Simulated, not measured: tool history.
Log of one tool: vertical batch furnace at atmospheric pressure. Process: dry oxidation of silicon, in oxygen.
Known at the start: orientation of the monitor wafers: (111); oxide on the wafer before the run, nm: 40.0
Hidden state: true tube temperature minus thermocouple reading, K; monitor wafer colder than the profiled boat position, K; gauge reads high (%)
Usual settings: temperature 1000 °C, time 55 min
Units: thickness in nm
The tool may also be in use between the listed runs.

run	hour	temperature	time	wafers since the last listed run	hours since the last temperature calibration	hours since the boat lift was adjusted	hours since the gauge calibration	read-back reference wafer on the same gauge, thickness	thickness
1	0	1000	55	0	2622.9	3806.1	153.2	80.91	76.48
2	24.6	1000	55	533	2647.5	3830.7	177.8	81	76.23
3	56.5	1000	55	691	2679.4	3862.6	209.7	80.97	76.33
4	76.5	1000	55	433	2699.4	3882.6	229.7	81.01	76.54
5	103.5	1000	55	585	2726.4	3909.6	256.7	81.09	76.45
6	126.8	1000	55	505	2749.7	3932.9	280	81.13	76.54
7	144.4	1018	74	381	2767.3	3950.5	297.6	81.16	95.94
8	165.6	1018	74	459	2788.5	3971.7	318.8	81.2	96.29
9	180.9	1000	55	331	2803.8	3987	334.1	81.2	76.56
# hour 205.6: thermocouples replaced and temperature profile calibrated
10	212.7	1016	55	169	7.1	4018.8	365.9	81.27	82.84
11	306.4	1016	55	2031	100.8	4112.5	459.6	81.51	82.93
12	327	981	76	446	121.4	4133.1	480.2	81.59	81.33
13	340.6	1017	55	294	135	4146.7	493.8	81.53	83.56
14	412.2	1000	64	1552	206.6	4218.3	565.4	81.67	82.44
15	433.2	1000	65	455	227.6	4239.3	586.4	81.67	83.25
# hour 468.1: boat lift adjusted
16	468.6	1000	30.5	247	263	0.5	621.8	81.78	61.29
17	472.6	1015	62	86	267	4.5	625.8	81.83	87.82
# hour 474.2: gauge calibrated
18	493.4	1025	39.5	451	287.8	25.3	19.2	80.61	74.07
19	508.6	1000	62	329	303	40.5	34.4	80.66	79.99
20	523.7	1010	55	327	318.1	55.6	49.5	80.69	79.76
21	553.8	1000	55	652	348.2	85.7	79.6	80.78	76.22
22	574.4	990	46.5	446	368.8	106.3	100.2	80.76	67.97
23	602	1000	55	598	396.4	133.9	127.8	80.79	76.33

5 ways to go on from here, each from the tool as it stands after run 23. What would each give?
A	606.1	987	55	88	400.5	138	131.9	?	?
B	606.1	1008	55	88	400.5	138	131.9	?	?
C	606.1	993	79.5	88	400.5	138	131.9	?	?
D	606.1	989	62	88	400.5	138	131.9	?	?
E	606.1	1021	31.5	88	400.5	138	131.9	?	?

run	read-back reference wafer on the same gauge, thickness	thickness
A	80.87	71.85
B	80.87	79.2
C	80.87	87.02
D	80.87	76.29
E	80.87	66.51
Without the tool's hidden state the same runs would have given:
run	thickness
A	71.56
B	78.88
C	86.68
D	75.99
E	66.25

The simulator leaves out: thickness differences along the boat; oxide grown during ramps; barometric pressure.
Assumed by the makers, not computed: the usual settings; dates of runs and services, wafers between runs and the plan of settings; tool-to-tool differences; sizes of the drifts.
